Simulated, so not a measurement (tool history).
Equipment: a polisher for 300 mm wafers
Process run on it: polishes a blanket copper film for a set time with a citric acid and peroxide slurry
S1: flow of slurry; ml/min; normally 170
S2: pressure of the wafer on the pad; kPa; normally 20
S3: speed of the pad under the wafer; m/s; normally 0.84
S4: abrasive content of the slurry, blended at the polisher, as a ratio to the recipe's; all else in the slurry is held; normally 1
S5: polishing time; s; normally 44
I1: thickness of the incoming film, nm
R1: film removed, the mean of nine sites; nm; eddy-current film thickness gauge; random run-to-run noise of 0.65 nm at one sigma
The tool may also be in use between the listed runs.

run,hour,S1,S2,S3,S4,S5,I1,R1
1,0,170,20,0.84,1,44,513.5,80.1
# hour 18.9: worn pad replaced by a new one
2,37.6,170,20,0.84,1,44,508.7,80.5
# hour 56.5: slurry nozzle cleaned
3,131.4,170,20,0.84,1,44,512,80
4,214.2,170,20,0.84,1,44,508.9,80.1
# hour 252: worn pad replaced by a new one
5,299.2,170,20,0.84,1,44,502.1,80.2
# hour 387.8: slurry blender recalibrated
# hour 394.5: slurry nozzle cleaned
6,406.1,170,22.8,0.84,1,44,511.9,90.1
# hour 447.4: head pressure recalibrated
7,457.8,170,22.8,0.84,1,44,513.9,80.9
# hour 471.9: worn pad replaced by a new one
8,516.9,170,22.8,0.84,1,44,508,82.1
9,569.5,170,20,0.84,1,44,514.3,75.1
10,663.8,190,20,0.72,0.85,44,510.9,68.1
# hour 706.3: worn pad replaced by a new one
11,722.8,220,20,1.1,0.85,33,503.5,68
# hour 733.3: slurry nozzle cleaned
# hour 803.8: slurry blender recalibrated
12,808,170,20,0.84,1,50,513.8,89.2
13,914.7,135,20,0.84,1,44,509.8,78.2
# hour 951.1: worn pad replaced by a new one
14,1001.3,170,20,0.84,1,55,514,99.3
# hour 1020.7: slurry nozzle cleaned
15,1057.8,205,20,0.58,1,52,504.9,78.5
16,1103.4,170,15.2,0.84,0.8,44,510.1,62.1
17,1155,170,20,0.84,1,44,515,79.8
# hour 1178.5: worn pad replaced by a new one
# hour 1187.1: slurry blender recalibrated
18,1219.7,170,16.5,0.84,1,44,504.7,70.3
19,1260.3,170,20,0.84,1,44,518,80.1

Consider 4 possible next runs. They are alternatives, not a sequence: every one starts from the tool as it was left by run 19. What does each give?
A,1260.7,170,26.9,0.84,1,44,510.2,?
B,1260.7,170,20,1.08,1,44,510.2,?
C,1260.7,170,20,1.14,1.25,31,510.2,?
D,1260.7,170,13.8,0.84,1.15,49,510.2,?

run,R1
A,102.7
B,96
C,74
D,72.6
Without the tool's unlogged condition, the same runs would have read:
run,R1
A,94.4
B,88.3
C,68
D,66.8

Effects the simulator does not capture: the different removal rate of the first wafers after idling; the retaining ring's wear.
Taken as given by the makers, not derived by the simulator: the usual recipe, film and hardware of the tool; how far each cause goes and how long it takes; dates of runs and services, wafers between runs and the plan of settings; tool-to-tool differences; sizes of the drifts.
